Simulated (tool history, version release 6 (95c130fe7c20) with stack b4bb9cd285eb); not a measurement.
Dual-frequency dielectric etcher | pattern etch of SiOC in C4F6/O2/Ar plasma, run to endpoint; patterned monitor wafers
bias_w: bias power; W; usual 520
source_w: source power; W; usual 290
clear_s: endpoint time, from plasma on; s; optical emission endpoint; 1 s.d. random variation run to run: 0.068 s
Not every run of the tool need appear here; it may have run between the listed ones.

run   hour  bias_w  source_w  wafers since the last listed run  hours since the last wet clean  hours since the last bias power generator calibration  hours since the last source power generator calibration  hours since the last upper electrode change  incoming incoming film thickness, nm  clear_s
  1      0     547       260                                 0                           408.6                                                 4509.6                                                   1796.1                                       4975.2                                  30.2     11.5
  2   18.9     547       260                               397                           427.5                                                 4528.5                                                     1815                                       4994.1                                  29.9     11.5
  3   43.1     547       260                               509                           451.7                                                 4552.7                                                   1839.2                                       5018.3                                 29.86     11.4
      91.3  -- wet clean of the chamber
  4   91.8     520       290                               519                             0.5                                                 4601.4                                                   1887.9                                         5067                                 29.64     11.4
  5  168.4     520       290                              1612                            77.1                                                   4678                                                   1964.5                                       5143.6                                 29.89     11.5
  6  186.5     520       290                               380                            95.2                                                 4696.1                                                   1982.6                                       5161.7                                    30     11.6
  7  218.7     520       290                               677                           127.4                                                 4728.3                                                   2014.8                                       5193.9                                 29.63     11.4
  8  238.2     520       240                               410                           146.9                                                 4747.8                                                   2034.3                                       5213.4                                 30.06     12.1
     244.3  -- bias power generator calibrated
  9  255.3     520       240                               275                             164                                                     11                                                   2051.4                                       5230.5                                 29.99       12
     286.4  -- upper electrode replaced
 10  286.9     520       240                               159                           195.6                                                   42.6                                                     2083                                          0.5                                 29.77     11.9
 11  309.8     520       290                               481                           218.5                                                   65.5                                                   2105.9                                         23.4                                 29.91     11.4
 12  344.5     520       290                               730                           253.2                                                  100.2                                                   2140.6                                         58.1                                 29.91     11.5
 13  372.1     520       290                               580                           280.8                                                  127.8                                                   2168.2                                         85.7                                 29.88     11.4
 14  392.1     520       290                               420                           300.8                                                  147.8                                                   2188.2                                        105.7                                 29.64     11.2
 15  421.6     520       290                               620                           330.3                                                  177.3                                                   2217.7                                        135.2                                 29.85     11.2
 16  437.7     520       230                               338                           346.4                                                  193.4                                                   2233.8                                        151.3                                 29.94     12.1
 17  465.6     576       320                               587                           374.3                                                  221.3                                                   2261.7                                        179.2                                 29.84     10.6
 18  495.8     481       260                               635                           404.5                                                  251.5                                                   2291.9                                        209.4                                 30.02       12
 19  508.9     405       330                               275                           417.6                                                  264.6                                                     2305                                        222.5                                 29.77     11.9
     532.2  -- source power generator calibrated
 20  532.7     633       290                               416                           441.4                                                  288.4                                                      0.5                                        246.3                                 30.08     10.6
 21  543.9     605       290                               235                           452.6                                                  299.6                                                     11.7                                        257.5                                 29.82     10.6
     586.1  -- wet clean of the chamber
 22  586.6     612       230                               393                             0.5                                                  342.3                                                     54.4                                        300.2                                 29.98     11.5
 23    606     520       290                               408                            19.9                                                  361.7                                                     73.8                                        319.6                                 29.77     11.6
 24  622.3     520       290                               343                            36.2                                                    378                                                     90.1                                        335.9                                 29.54     11.5
 25  643.4     421       330                               444                            57.3                                                  399.1                                                    111.2                                          357                                 30.03     12.2
 26  671.3     421       330                               587                            85.2                                                    427                                                    139.1                                        384.9                                  29.9     12.1
 27  703.1     586       240                               669                             117                                                  458.8                                                    170.9                                        416.7                                 29.76     11.5
 28  722.8     547       260                               414                           136.7                                                  478.5                                                    190.6                                        436.4                                 29.63     11.6
 29    756     632       250                               698                           169.9                                                  511.7                                                    223.8                                        469.6                                 29.38     10.8
 30  774.4     520       320                               387                           188.3                                                  530.1                                                    242.2                                          488                                 30.04     11.2

Exercise: give the hidden state of the tool at every run:
bias power that arrives over what is set, %: 0 on each run
source power that arrives over what is set, %: 0 on each run
H1: etch rate over this chamber's usual, %
run     H1
  1   2.45
  2   2.59
  3   2.76
  4  0.385
  5  0.934
  6   1.06
  7   1.29
  8   1.43
  9   1.56
 10   1.78
 11   1.95
 12    2.2
 13   2.39
 14   2.54
 15   2.75
 16   2.87
 17   3.07
 18   3.28
 19   3.38
 20   3.55
 21   3.63
 22   0.17
 23  0.309
 24  0.426
 25  0.577
 26  0.778
 27   1.01
 28   1.15
 29   1.38
 30   1.52
